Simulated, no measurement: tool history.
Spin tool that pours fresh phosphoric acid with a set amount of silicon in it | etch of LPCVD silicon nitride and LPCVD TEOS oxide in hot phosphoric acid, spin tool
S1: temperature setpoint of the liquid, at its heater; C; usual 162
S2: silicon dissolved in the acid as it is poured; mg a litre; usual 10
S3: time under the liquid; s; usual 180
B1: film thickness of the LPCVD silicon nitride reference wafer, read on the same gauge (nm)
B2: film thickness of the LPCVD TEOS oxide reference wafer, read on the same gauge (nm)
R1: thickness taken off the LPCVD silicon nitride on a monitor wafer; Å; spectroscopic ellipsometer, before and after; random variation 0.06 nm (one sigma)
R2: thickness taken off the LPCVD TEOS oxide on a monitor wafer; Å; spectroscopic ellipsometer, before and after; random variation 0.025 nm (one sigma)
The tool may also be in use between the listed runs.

run	hour	S1	S2	S3	B1	B2	R1	R2
1	0	162	10	180	120	139.979	153.7	3.57
# hour 29.3: dissolved silicon flow meter replaced
2	69.2	162	10	180	120.01	139.997	154.9	4.34
3	172.9	162	10	180	120.01	140.006	154.8	3.55
4	256	162	10	180	119.98	140.015	155.8	4.44
5	296.8	162	10	265	119.98	140.002	230.6	5.59
6	357.3	159.5	6.5	110	120.01	140.008	87.9	2.29
7	431.5	161	2.5	180	120	140	151.2	3.88
# hour 452.2: gauge calibrated
8	494.9	159	3	220	120.02	140.009	172.9	4.44
# hour 499.2: dissolved silicon flow meter replaced
# hour 538.7: thermometer replaced
9	539.5	162	10	180	120	140.008	150.4	3.8
10	608	162	10	80	119.98	140.008	67.3	1.68
11	678.7	162	10	235	120.02	139.99	196.1	4.91
12	755	162	12	180	120.02	139.968	151.8	3.34
13	839.7	162	14.5	235	119.99	140.003	197.4	4.29
14	939.1	163	14.5	90	120.02	140.02	78.8	1.63
15	990.1	162	12.5	180	119.99	140.013	153.8	3.67
16	1038.8	164	12	180	119.99	139.989	164.2	4.44
# hour 1095.6: dissolved silicon flow meter replaced
17	1134.9	162	10	180	120.01	140.017	153.4	3.8
18	1178	161	10	95	120	139.98	77.9	2.03
19	1275	159	3	220	120.02	140.02	170.6	5.09
20	1341	164.5	7.5	245	119.99	139.999	227.8	6.89
21	1440.4	162	10	250	120	140.001	213	5.32
22	1477	161	10	125	120	139.985	103.6	2.63
23	1539.8	162	10	180	120.03	140.002	155.5	4.57

Forecast each of these 3 alternatives for the next run:
A	1540.3	162	16	180	?	?	?	?
B	1540.3	162	13	255	?	?	?	?
C	1540.3	164.5	10	180	?	?	?	?

run	B1	B2	R1	R2
A	120.02	140.019	154.4	3.5
B	120.02	140.019	218.7	5.34
C	120.02	140.019	167.6	4.84
Without the tool's hidden state the same runs would have given:
run	R1	R2
A	149.7	3.27
B	212.1	4.99
C	162.6	4.53

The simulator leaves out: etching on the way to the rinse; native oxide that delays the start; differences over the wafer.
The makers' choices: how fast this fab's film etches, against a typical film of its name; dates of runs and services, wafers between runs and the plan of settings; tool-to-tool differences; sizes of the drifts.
